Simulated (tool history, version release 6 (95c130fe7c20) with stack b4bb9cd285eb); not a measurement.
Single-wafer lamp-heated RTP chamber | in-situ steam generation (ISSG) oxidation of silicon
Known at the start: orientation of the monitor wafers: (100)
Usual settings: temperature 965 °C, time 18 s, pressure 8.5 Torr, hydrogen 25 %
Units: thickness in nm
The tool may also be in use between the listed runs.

run,hour,temperature,time,pressure,hydrogen,"read-back reference wafer on the same gauge, thickness",thickness
1,0,975,18,8.5,25,4.27,4.714
2,10.4,975,18,8.5,25,4.281,4.666
3,18.6,965,18,8.5,25,4.275,4.581
4,36.1,965,18,8.5,25,4.274,4.556
5,49.6,956,18,8.5,27,4.293,4.537
6,66.2,956,18,8.5,27,4.276,4.538
7,77.1,957,18,8.5,25,4.272,4.53
8,86.4,972,18,8.5,25,4.276,4.817
# hour 102.4: pyrometer window cleaned and pyrometer calibrated
9,102.9,972,18,8.5,25,4.291,4.616
# hour 113.3: pressure gauge zeroed
10,113.8,973,18,8.5,25,4.273,4.68
11,117.3,965,18,8.5,25,4.275,4.532
# hour 132.7: hydrogen flow controller replaced
12,151.1,965,22,8.5,25,4.276,4.956
13,159.5,965,18,8.5,25,4.285,4.568
14,175.8,965,18,8.5,25,4.279,4.58
15,185.5,965,18,8.5,25,4.274,4.587
16,200.1,965,18,8.5,25,4.263,4.633
# hour 213.1: pyrometer window cleaned and pyrometer calibrated
17,213.6,965,18,8.5,25,4.286,4.541
# hour 229.8: gauge calibrated
18,230.5,965,18,8.5,25,4.293,4.539
19,241.4,965,18,8.5,19,4.263,4.25
20,251.7,946,18,9.2,25,4.285,4.254
21,260.4,965,18,8.5,25,4.276,4.569
22,272.4,955,18,7.9,30,4.271,4.634
23,289.9,965,18,8.5,32,4.275,4.887
24,300.6,949,18,8.5,32,4.282,4.663
25,313,973,18,7.8,19,4.283,4.455
# hour 325.5: pyrometer window cleaned and pyrometer calibrated
26,329.2,948,22,7.3,21,4.267,4.425
27,341.2,965,11,8.5,32,4.28,3.982
28,356.4,947,22,8,21,4.295,4.48
29,364.1,947,18,9.3,25,4.279,4.251
30,377.3,979,13,8.9,31,4.286,4.379

The same runs without the tool's hidden state, with the same run-to-run variation:
The hidden state here: true wafer temperature minus pyrometer reading, K; true pressure minus gauge reading, Torr; deviation of the hydrogen flow from its setpoint, %; gauge reads high (%).
run,thickness
1,4.687
2,4.633
3,4.543
4,4.502
5,4.47
6,4.447
7,4.42
8,4.668
9,4.603
10,4.666
11,4.518
12,4.918
13,4.528
14,4.52
15,4.515
16,4.536
17,4.517
18,4.513
19,4.222
20,4.224
21,4.526
22,4.582
23,4.806
24,4.579
25,4.341
26,4.421
27,3.978
28,4.468
29,4.236
30,4.353
